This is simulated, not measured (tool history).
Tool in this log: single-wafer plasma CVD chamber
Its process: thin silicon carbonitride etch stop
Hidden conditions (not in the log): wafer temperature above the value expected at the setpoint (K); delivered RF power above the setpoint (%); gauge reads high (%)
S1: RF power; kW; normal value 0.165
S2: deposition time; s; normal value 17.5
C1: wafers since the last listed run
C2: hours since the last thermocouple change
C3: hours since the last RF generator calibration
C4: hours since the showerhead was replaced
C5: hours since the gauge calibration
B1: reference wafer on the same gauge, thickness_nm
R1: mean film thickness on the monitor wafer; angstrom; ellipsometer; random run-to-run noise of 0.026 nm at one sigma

| run | hour | S1 | S2 | C1 | C2 | C3 | C4 | C5 | B1 | R1 |
|---|---|---|---|---|---|---|---|---|---|---|
| 1 | 0.0 | 0.175 | 17.5 | 0 | 1837.4 | 1459.5 | 2503.8 | 786.8 | 7.660 | 92.31 |
| 2 | 50.4 | 0.175 | 17.5 | 843 | 1887.8 | 1509.9 | 2554.2 | 837.2 | 7.660 | 92.71 |
| 3 | 112.1 | 0.175 | 17.5 | 1032 | 1949.5 | 1571.6 | 2615.9 | 898.9 | 7.662 | 92.43 |
| 4 | 147.8 | 0.165 | 17.5 | 597 | 1985.2 | 1607.3 | 2651.6 | 934.6 | 7.655 | 90.71 |
| 5 | 195.0 | 0.160 | 17.5 | 789 | 2032.4 | 1654.5 | 2698.8 | 981.8 | 7.660 | 89.93 |
| 6 | 241.3 | 0.160 | 17.5 | 774 | 2078.7 | 1700.8 | 2745.1 | 1028.1 | 7.662 | 90.27 |
| 7 | 270.4 | 0.165 | 17.5 | 486 | 2107.8 | 1729.9 | 2774.2 | 1057.2 | 7.663 | 90.66 |
| 8 | 333.8 | 0.165 | 17.5 | 1060 | 2171.2 | 1793.3 | 2837.6 | 1120.6 | 7.658 | 90.45 |
| 9 | 398.6 | 0.165 | 16.4 | 1084 | 2236.0 | 1858.1 | 2902.4 | 1185.4 | 7.663 | 84.58 |
| 10 | 450.8 | 0.165 | 16.4 | 873 | 2288.2 | 1910.3 | 2954.6 | 1237.6 | 7.659 | 84.97 |
| 11 | 497.6 | 0.180 | 16.1 | 783 | 2335.0 | 1957.1 | 3001.4 | 1284.4 | 7.657 | 85.12 |
| 12 | 533.6 | 0.180 | 16.1 | 602 | 2371.0 | 1993.1 | 3037.4 | 1320.4 | 7.662 | 85.20 |
| 13 | 582.5 | 0.180 | 16.1 | 818 | 2419.9 | 2042.0 | 3086.3 | 1369.3 | 7.656 | 85.02 |
|  | 599.7 | thermocouple changed; heater temperature recalibrated |
| 14 | 627.6 | 0.165 | 17.5 | 620 | 27.9 | 2087.1 | 3131.4 | 1414.4 | 7.665 | 89.86 |
| 15 | 686.8 | 0.165 | 17.5 | 990 | 87.1 | 2146.3 | 3190.6 | 1473.6 | 7.656 | 89.73 |
| 16 | 717.5 | 0.165 | 17.5 | 513 | 117.8 | 2177.0 | 3221.3 | 1504.3 | 7.658 | 89.54 |
| 17 | 761.8 | 0.175 | 19.0 | 741 | 162.1 | 2221.3 | 3265.6 | 1548.6 | 7.656 | 98.96 |
| 18 | 833.0 | 0.180 | 20.2 | 1191 | 233.3 | 2292.5 | 3336.8 | 1619.8 | 7.659 | 106.42 |
| 19 | 867.9 | 0.165 | 17.5 | 584 | 268.2 | 2327.4 | 3371.7 | 1654.7 | 7.653 | 89.42 |
|  | 876.0 | RF generator calibrated |
|  | 929.1 | gauge calibrated |
| 20 | 982.0 | 0.185 | 16.4 | 1775 | 382.3 | 106.0 | 3485.8 | 52.9 | 7.661 | 88.98 |
| 21 | 1051.2 | 0.165 | 17.5 | 1158 | 451.5 | 175.2 | 3555.0 | 122.1 | 7.662 | 91.66 |
| 22 | 1099.9 | 0.140 | 17.5 | 814 | 500.2 | 223.9 | 3603.7 | 170.8 | 7.660 | 87.79 |
| 23 | 1127.1 | 0.165 | 17.5 | 455 | 527.4 | 251.1 | 3630.9 | 198.0 | 7.664 | 92.31 |
| 24 | 1186.8 | 0.180 | 16.1 | 999 | 587.1 | 310.8 | 3690.6 | 257.7 | 7.665 | 87.26 |
| 25 | 1215.9 | 0.150 | 19.5 | 486 | 616.2 | 339.9 | 3719.7 | 286.8 | 7.659 | 99.64 |
| 26 | 1262.0 | 0.165 | 20.1 | 771 | 662.3 | 386.0 | 3765.8 | 332.9 | 7.660 | 106.33 |
|  | 1272.8 | showerhead replaced |
| 27 | 1322.3 | 0.165 | 17.5 | 875 | 722.6 | 446.3 | 49.5 | 393.2 | 7.662 | 91.74 |
| 28 | 1356.9 | 0.195 | 17.5 | 579 | 757.2 | 480.9 | 84.1 | 427.8 | 7.661 | 96.27 |
| 29 | 1390.7 | 0.145 | 16.2 | 565 | 791.0 | 514.7 | 117.9 | 461.6 | 7.659 | 82.31 |
| 30 | 1439.7 | 0.190 | 19.8 | 819 | 840.0 | 563.7 | 166.9 | 510.6 | 7.657 | 108.79 |
| 31 | 1489.5 | 0.140 | 15.7 | 833 | 889.8 | 613.5 | 216.7 | 560.4 | 7.660 | 78.86 |
| 32 | 1555.2 | 0.185 | 19.3 | 1099 | 955.5 | 679.2 | 282.4 | 626.1 | 7.662 | 104.88 |
| 33 | 1607.0 | 0.155 | 17.5 | 866 | 1007.3 | 731.0 | 334.2 | 677.9 | 7.662 | 90.43 |

Alternative continuations, all from the tool just after run 33; predict every row:
| A | 1607.4 | 0.185 | 17.5 | 6 | 1007.7 | 731.4 | 334.6 | 678.3 | ? | ? |
| B | 1607.4 | 0.150 | 19.9 | 6 | 1007.7 | 731.4 | 334.6 | 678.3 | ? | ? |
| C | 1607.4 | 0.190 | 19.1 | 6 | 1007.7 | 731.4 | 334.6 | 678.3 | ? | ? |
| D | 1607.4 | 0.165 | 16.3 | 6 | 1007.7 | 731.4 | 334.6 | 678.3 | ? | ? |
| E | 1607.4 | 0.190 | 15.9 | 6 | 1007.7 | 731.4 | 334.6 | 678.3 | ? | ? |

| run | B1 | R1 |
|---|---|---|
| A | 7.665 | 94.91 |
| B | 7.665 | 101.62 |
| C | 7.665 | 104.39 |
| D | 7.665 | 85.54 |
| E | 7.665 | 86.90 |
Without the tool's hidden state the same runs would have given:
| run | R1 |
|---|---|
| A | 95.23 |
| B | 101.96 |
| C | 104.74 |
| D | 85.83 |
| E | 87.20 |
